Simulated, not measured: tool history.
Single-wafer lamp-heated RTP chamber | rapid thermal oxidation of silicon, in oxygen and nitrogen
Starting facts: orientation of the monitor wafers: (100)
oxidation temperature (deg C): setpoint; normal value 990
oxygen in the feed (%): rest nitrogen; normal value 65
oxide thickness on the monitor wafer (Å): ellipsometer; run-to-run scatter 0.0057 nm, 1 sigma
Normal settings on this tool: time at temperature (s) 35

| run | hour | oxidation temperature (deg C) | time at temperature (s) | oxygen in the feed (%) | read-back reference wafer on the same gauge, thickness | oxide thickness on the monitor wafer (Å) |
|---|---|---|---|---|---|---|
| 1 | 0.0 | 990 | 35 | 65 | 3.740 | 38.76 |
| 2 | 100.7 | 990 | 35 | 65 | 3.742 | 38.86 |
|  | 133.0 | pyrometer window cleaned and pyrometer calibrated |
| 3 | 143.4 | 990 | 35 | 65 | 3.742 | 38.23 |
| 4 | 182.0 | 1007 | 35 | 65 | 3.740 | 42.90 |
| 5 | 230.1 | 990 | 35 | 65 | 3.740 | 38.16 |
| 6 | 276.8 | 990 | 35 | 65 | 3.741 | 38.23 |
| 7 | 334.4 | 990 | 35 | 65 | 3.738 | 38.28 |
| 8 | 440.8 | 990 | 35 | 65 | 3.740 | 38.32 |
| 9 | 509.5 | 990 | 35 | 65 | 3.742 | 38.42 |
| 10 | 547.8 | 990 | 35 | 65 | 3.737 | 38.52 |
| 11 | 580.7 | 990 | 35 | 80 | 3.741 | 41.07 |
| 12 | 637.4 | 990 | 35 | 65 | 3.739 | 38.63 |
| 13 | 676.5 | 990 | 35 | 65 | 3.741 | 38.61 |
|  | 716.1 | oxygen flow controller replaced |
|  | 747.1 | pyrometer window cleaned and pyrometer calibrated |
| 14 | 764.1 | 1003 | 35 | 65 | 3.740 | 41.45 |
| 15 | 799.3 | 1003 | 35 | 65 | 3.743 | 41.52 |
| 16 | 825.6 | 1003 | 35 | 65 | 3.742 | 41.62 |
| 17 | 885.9 | 990 | 35 | 65 | 3.744 | 38.10 |
| 18 | 987.3 | 990 | 41 | 65 | 3.740 | 40.69 |
| 19 | 1016.6 | 1003 | 35 | 65 | 3.742 | 41.71 |
| 20 | 1042.4 | 1019 | 47 | 77 | 3.739 | 55.75 |
| 21 | 1113.8 | 965 | 25 | 82 | 3.738 | 31.10 |
| 22 | 1185.4 | 990 | 35 | 65 | 3.739 | 38.39 |
| 23 | 1221.9 | 990 | 35 | 65 | 3.739 | 38.38 |
| 24 | 1255.9 | 990 | 35 | 65 | 3.738 | 38.42 |
| 25 | 1299.6 | 971 | 27 | 81 | 3.738 | 33.17 |
| 26 | 1354.5 | 963 | 46 | 93 | 3.741 | 40.07 |
| 27 | 1386.7 | 1013 | 50 | 65 | 3.740 | 52.44 |
|  | 1406.8 | pyrometer window cleaned and pyrometer calibrated |
|  | 1464.4 | gauge calibrated |
| 28 | 1593.9 | 974 | 35 | 88 | 3.743 | 37.57 |
| 29 | 1625.4 | 1013 | 19 | 65 | 3.741 | 35.14 |
| 30 | 1654.8 | 990 | 35 | 65 | 3.739 | 38.22 |
| 31 | 1693.1 | 990 | 35 | 65 | 3.740 | 38.21 |
| 32 | 1728.2 | 977 | 18 | 37 | 3.742 | 25.46 |
| 33 | 1937.9 | 999 | 42 | 49 | 3.737 | 40.22 |
| 34 | 1991.7 | 978 | 23 | 52 | 3.741 | 29.37 |
| 35 | 2059.1 | 1003 | 35 | 65 | 3.740 | 42.15 |
| 36 | 2115.9 | 990 | 50 | 65 | 3.739 | 44.87 |

5 ways to go on from here, each from the tool as it stands after run 36. What would each give?
| A | 2116.4 | 990 | 35 | 91 | ? | ? |
| B | 2116.4 | 990 | 52 | 91 | ? | ? |
| C | 2116.4 | 965 | 35 | 65 | ? | ? |
| D | 2116.4 | 980 | 25 | 56 | ? | ? |
| E | 2116.4 | 978 | 23 | 75 | ? | ? |

| run | read-back reference wafer on the same gauge, thickness | oxide thickness on the monitor wafer (Å) |
|---|---|---|
| A | 3.739 | 43.15 |
| B | 3.739 | 50.93 |
| C | 3.739 | 33.17 |
| D | 3.739 | 31.06 |
| E | 3.739 | 32.20 |
Without the tool's hidden state the same runs would have given:
| run | oxide thickness on the monitor wafer (Å) |
|---|---|
| A | 42.29 |
| B | 49.87 |
| C | 32.61 |
| D | 30.58 |
| E | 31.66 |
